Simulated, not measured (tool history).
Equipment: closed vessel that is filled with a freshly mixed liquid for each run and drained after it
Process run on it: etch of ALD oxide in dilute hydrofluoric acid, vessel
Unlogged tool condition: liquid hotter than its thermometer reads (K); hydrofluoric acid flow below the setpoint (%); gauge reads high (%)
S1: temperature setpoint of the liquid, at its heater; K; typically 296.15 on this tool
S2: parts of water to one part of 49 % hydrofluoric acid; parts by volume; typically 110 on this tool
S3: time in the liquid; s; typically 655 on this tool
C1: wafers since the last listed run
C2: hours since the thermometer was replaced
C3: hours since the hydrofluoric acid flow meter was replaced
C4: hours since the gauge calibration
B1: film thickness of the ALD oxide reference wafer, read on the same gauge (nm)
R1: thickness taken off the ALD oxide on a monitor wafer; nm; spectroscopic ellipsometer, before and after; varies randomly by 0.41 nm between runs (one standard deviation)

run	hour	S1	S2	S3	C1	C2	C3	C4	B1	R1
1	0.0	296.15	110	655	0	573.1	191.4	2072.5	60.02	58.02
2	50.0	296.15	110	655	3600	623.1	241.4	2122.5	60.00	58.23
3	120.0	296.15	110	655	5040	693.1	311.4	2192.5	60.04	58.32
4	207.3	296.15	110	655	6285	780.4	398.7	2279.8	60.01	57.95
5	255.5	296.15	110	655	3470	828.6	446.9	2328.0	60.01	57.85
6	385.5	296.15	100	655	9360	958.6	576.9	2458.0	60.01	65.12
7	446.3	296.15	110	655	4377	1019.4	637.7	2518.8	60.02	57.75
8	521.2	296.15	110	655	5392	1094.3	712.6	2593.7	60.00	58.03
9	579.6	296.15	110	775	4204	1152.7	771.0	2652.1	59.99	68.41
10	684.1	296.15	110	655	7524	1257.2	875.5	2756.6	60.00	58.05
# hour 772.6: thermometer replaced
11	792.0	296.15	110	655	7696	19.4	983.4	2864.5	59.98	54.68
12	862.2	296.15	140	655	5054	89.6	1053.6	2934.7	60.01	41.23
# hour 903.6: gauge calibrated
13	911.8	296.15	110	655	3571	139.2	1103.2	8.2	60.01	54.77
14	986.5	296.15	110	655	5378	213.9	1177.9	82.9	60.01	53.98
15	1063.8	296.15	110	510	5565	291.2	1255.2	160.2	59.97	42.20
# hour 1072.8: hydrofluoric acid flow meter replaced
16	1143.2	296.15	110	655	5644	370.6	70.4	239.6	59.98	57.72
17	1188.2	297.65	110	1035	3240	415.6	115.4	284.6	59.97	97.21
18	1270.8	296.15	110	655	5947	498.2	198.0	367.2	60.01	56.70
19	1315.5	294.65	60	470	3218	542.9	242.7	411.9	60.02	76.00

What does the tool deliver on the next run?
20	1419.8	297.65	110	995	7509	647.2	347.0	516.2	?	?

B1: 60.01
R1: 92.53 nm
Had the tool carried no hidden state, the very same run would have given R1 92.28 nm.

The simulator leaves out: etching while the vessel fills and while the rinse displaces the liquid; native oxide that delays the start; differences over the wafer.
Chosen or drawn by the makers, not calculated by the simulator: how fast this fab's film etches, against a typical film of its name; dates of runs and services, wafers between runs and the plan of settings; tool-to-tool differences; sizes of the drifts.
